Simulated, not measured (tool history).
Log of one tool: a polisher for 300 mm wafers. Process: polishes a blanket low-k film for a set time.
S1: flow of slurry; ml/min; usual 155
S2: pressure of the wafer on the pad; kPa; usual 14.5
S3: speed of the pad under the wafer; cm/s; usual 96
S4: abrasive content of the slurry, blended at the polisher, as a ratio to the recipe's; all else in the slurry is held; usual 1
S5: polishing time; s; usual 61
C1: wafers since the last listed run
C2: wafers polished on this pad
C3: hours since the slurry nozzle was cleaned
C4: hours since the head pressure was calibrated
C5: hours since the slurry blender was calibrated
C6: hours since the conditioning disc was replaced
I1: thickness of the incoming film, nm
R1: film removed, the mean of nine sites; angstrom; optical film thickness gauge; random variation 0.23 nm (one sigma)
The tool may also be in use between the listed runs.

run	hour	S1	S2	S3	S4	S5	C1	C2	C3	C4	C5	C6	I1	R1
1	0	155	14.5	96	1	61	0	1766	13.8	462.6	239.9	280.9	392.1	247
# hour 23.3: head pressure recalibrated
2	35.6	155	14.5	96	1	61	415	2181	49.4	12.3	275.5	316.5	388.7	231
3	107.6	155	14.5	96	1	61	890	3072	121.4	84.3	347.5	388.5	385.6	237
# hour 160.7: slurry blender recalibrated
4	161.4	155	14.5	96	1	61	640	3713	175.2	138.1	0.7	442.3	396.1	238
# hour 173.3: conditioning disc replaced and pad reconditioned
5	222.3	155	14.5	96	1	61	728	4441	236.1	199	61.6	49	388.6	240
# hour 255.8: worn pad replaced by a new one
6	319.3	155	17.2	96	1	61	1150	785	333.1	296	158.6	146	383.8	290
7	358.9	155	14.5	96	1	61	489	1275	372.7	335.6	198.2	185.6	391.6	248
8	428.1	155	14.5	96	1	61	855	2131	441.9	404.8	267.4	254.8	382.7	254
# hour 434.7: slurry nozzle cleaned
# hour 435.4: head pressure recalibrated
9	456.2	155	14.5	96	1	61	326	2458	21.5	20.8	295.5	282.9	397.7	226
10	486.7	120	18.6	118	1	53	377	2835	52	51.3	326	313.4	383.8	287
11	521.5	155	14.5	84	1	61	430	3265	86.8	86.1	360.8	348.2	391.9	212
12	552.9	190	14.5	96	1.1	61	388	3654	118.2	117.5	392.2	379.6	398.7	250
# hour 560.6: conditioning disc replaced and pad reconditioned
# hour 568.5: slurry blender recalibrated
13	581.1	155	15.9	96	1	41	299	3953	146.4	145.7	12.6	20.5	396.9	180
# hour 634.1: worn pad replaced by a new one
14	634.6	155	14.5	96	1	61	612	5	199.9	199.2	66.1	74	391.6	247
15	681.1	155	14.5	96	1.1	61	575	580	246.4	245.7	112.6	120.5	390.6	253
16	744.3	155	14.5	96	1.15	77	781	1362	309.6	308.9	175.8	183.7	389.6	320
17	797.3	155	14.5	96	1	61	655	2017	362.6	361.9	228.8	236.7	391.4	249
# hour 827.4: slurry nozzle cleaned
# hour 833.7: head pressure recalibrated
18	858.9	155	14.5	96	1	61	724	2742	31.5	25.2	290.4	298.3	391	228
19	887.8	155	9.7	96	1.15	66	357	3100	60.4	54.1	319.3	327.2	388.4	172
# hour 902.4: conditioning disc replaced and pad reconditioned
# hour 919.4: slurry blender recalibrated
20	1047.2	155	14.5	96	1	61	1922	5022	219.8	213.5	127.8	144.8	391.5	238
# hour 1073.2: worn pad replaced by a new one
21	1100.7	135	14.5	96	0.8	61	612	339	273.3	267	181.3	198.3	393.9	227
22	1157.8	155	11	96	1	53	706	1045	330.4	324.1	238.4	255.4	388.2	162
23	1191	105	14.5	96	1.3	74	410	1456	363.6	357.3	271.6	288.6	393.2	287
# hour 1221.9: slurry nozzle cleaned
# hour 1242.8: head pressure recalibrated
24	1256.9	105	17.9	96	0.85	80	777	2234	35	14.1	337.5	354.5	394.7	331
# hour 1287.1: conditioning disc replaced and pad reconditioned
# hour 1309.9: slurry blender recalibrated
25	1318.5	155	18.6	118	1	61	712	2946	96.6	75.7	8.6	31.4	391.8	363
# hour 1472.5: worn pad replaced by a new one
26	1494.1	155	14.5	96	1.2	61	2122	267	272.2	251.3	184.2	207	382.6	256

Hidden state or all else? Some run-to-run changes of R1, split into what the settings, what came in and random variation would give without the hidden state, and what is left for the hidden state (with any gauge scatter that isn't in both results):
The hidden state here: removal rate lost through wear of the pad, %; slurry flow missing at the pad, %; deviation of the head's pressure from its setpoint, %; abrasive missing from the slurry, %; time polished since the conditioner stopped cutting, s.
Run 8 -> 9: slurry nozzle cleaned, head pressure recalibrated. R1 -28 angstrom: hidden state -20, all else -8.
Run 17 -> 18: slurry nozzle cleaned, head pressure recalibrated. R1 -21 angstrom: hidden state -22, all else +1.
Run 22 -> 23: S1 155 -> 105, S2 11 -> 14.5, S4 1 -> 1.3, S5 53 -> 74. R1 +125 angstrom: hidden state +9, all else +116.
Run 25 -> 26: S2 18.6 -> 14.5, S3 118 -> 96, S4 1 -> 1.2, worn pad replaced by a new one. R1 -107 angstrom: hidden state +3, all else -110.

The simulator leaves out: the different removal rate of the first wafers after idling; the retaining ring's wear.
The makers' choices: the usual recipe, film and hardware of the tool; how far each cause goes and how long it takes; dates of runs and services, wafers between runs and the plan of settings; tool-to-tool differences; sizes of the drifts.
